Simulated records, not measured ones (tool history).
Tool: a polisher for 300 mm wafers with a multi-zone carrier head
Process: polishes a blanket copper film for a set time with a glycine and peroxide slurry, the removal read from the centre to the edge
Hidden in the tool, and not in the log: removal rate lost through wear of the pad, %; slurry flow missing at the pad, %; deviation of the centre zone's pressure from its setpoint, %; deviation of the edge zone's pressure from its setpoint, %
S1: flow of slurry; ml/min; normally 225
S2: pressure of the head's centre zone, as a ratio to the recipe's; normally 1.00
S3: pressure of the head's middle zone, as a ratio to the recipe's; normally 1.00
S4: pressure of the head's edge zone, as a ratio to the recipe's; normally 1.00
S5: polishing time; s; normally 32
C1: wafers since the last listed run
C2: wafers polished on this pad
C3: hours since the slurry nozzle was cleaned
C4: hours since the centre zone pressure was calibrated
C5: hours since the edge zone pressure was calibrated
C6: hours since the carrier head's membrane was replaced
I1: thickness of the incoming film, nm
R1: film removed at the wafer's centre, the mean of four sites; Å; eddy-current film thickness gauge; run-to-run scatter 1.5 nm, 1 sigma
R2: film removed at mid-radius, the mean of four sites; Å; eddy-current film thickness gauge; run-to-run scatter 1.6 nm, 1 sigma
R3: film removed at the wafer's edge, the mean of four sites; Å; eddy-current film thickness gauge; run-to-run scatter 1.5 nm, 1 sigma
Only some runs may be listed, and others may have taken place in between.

run,hour,S1,S2,S3,S4,S5,C1,C2,C3,C4,C5,C6,I1,R1,R2,R3
1,0.0,225,1.05,1.00,1.00,32,0,3865,246.9,560.7,598.8,1347.7,2034.4,1250,1233,1276
2,78.4,225,1.00,1.00,1.00,32,1167,5032,325.3,639.1,677.2,1426.1,2063.8,1152,1222,1280
# hour 133.6: carrier head's membrane replaced by a new one
# hour 135.1: centre zone pressure recalibrated
3,140.4,225,1.00,1.00,1.00,32,826,5859,387.3,5.3,739.2,6.8,2012.4,1261,1201,1258
4,225.6,225,1.00,0.95,1.00,32,1268,7128,472.5,90.5,824.4,92.0,2049.8,1253,1156,1246
5,299.1,225,1.00,1.00,1.00,32,1094,8222,546.0,164.0,897.9,165.5,2044.5,1207,1193,1267
# hour 381.1: worn pad replaced by a new one
6,504.3,185,1.00,1.00,1.00,36,2995,1834,751.2,369.2,1103.1,370.7,2040.7,1318,1370,1430
7,549.2,225,0.95,1.00,0.89,32,668,2502,796.1,414.1,1148.0,415.6,2038.8,1114,1210,1200
# hour 560.3: slurry nozzle cleaned
8,614.7,250,0.91,1.09,1.00,24,960,3462,54.4,479.6,1213.5,481.1,2051.2,805,995,973
9,686.1,225,1.05,1.00,1.00,32,1063,4526,125.8,551.0,1284.9,552.5,2030.2,1220,1244,1281
10,784.4,225,0.90,0.94,1.00,32,1463,5989,224.1,649.3,1383.2,650.8,2018.5,1014,1153,1277
# hour 827.4: centre zone pressure recalibrated
11,873.4,265,0.93,1.04,1.00,28,1295,7285,313.1,46.0,1472.2,739.8,2036.4,1050,1118,1096
# hour 910.8: edge zone pressure recalibrated
12,917.1,225,1.00,1.00,1.00,36,620,7905,356.8,89.7,6.3,783.5,2058.4,1372,1370,1384
13,953.6,225,0.97,1.11,0.90,32,543,8449,393.3,126.2,42.8,820.0,2044.6,1170,1309,1199
# hour 975.9: worn pad replaced by a new one
14,1048.0,160,0.89,1.00,1.05,22,1346,1073,487.7,220.6,137.2,914.4,2096.5,714,812,908
15,1143.9,180,1.00,0.90,1.08,27,1427,2501,583.6,316.5,233.1,1010.3,2048.8,985,931,1092
16,1209.4,275,1.00,1.00,1.00,32,975,3476,649.1,382.0,298.6,1075.8,2040.6,1253,1270,1282
17,1281.0,225,0.97,1.10,0.89,42,1066,4542,720.7,453.6,370.2,1147.4,2041.7,1509,1727,1565
# hour 1363.3: slurry nozzle cleaned
18,1387.7,225,0.95,1.00,1.00,32,1573,6116,24.4,560.3,476.9,1254.1,2004.6,1140,1224,1251
19,1470.7,225,0.97,1.11,0.90,32,1235,7352,107.4,643.3,559.9,1337.1,2084.9,1140,1337,1220
20,1532.8,225,1.07,1.00,1.00,28,924,8276,169.5,705.4,622.0,1399.2,2042.3,1095,1078,1076
# hour 1594.7: worn pad replaced by a new one
21,1608.1,225,1.00,1.00,1.00,32,1061,199,244.8,780.7,697.3,1474.5,2039.6,1221,1285,1285

Hidden state or all else? Some run-to-run changes of R1, split into what the settings, what came in and random variation would give without the hidden state, and what is left for the hidden state (with any gauge scatter that isn't in both results):
Run 2 -> 3: carrier head's membrane replaced by a new one, centre zone pressure recalibrated. R1 +109 Å: hidden state +92, all else +17.
Run 8 -> 9: S1 250 -> 225, S2 0.91 -> 1.05, S3 1.09 -> 1.00, S5 24 -> 32. R1 +415 Å: hidden state -72, all else +487.
Run 10 -> 11: S1 225 -> 265, S2 0.90 -> 0.93, S3 0.94 -> 1.04, S5 32 -> 28, centre zone pressure recalibrated. R1 +36 Å: hidden state +99, all else -63.
Run 13 -> 14: S1 225 -> 160, S2 0.97 -> 0.89, S3 1.11 -> 1.00, S4 0.90 -> 1.05, S5 32 -> 22, worn pad replaced by a new one. R1 -456 Å: hidden state +61, all else -517.
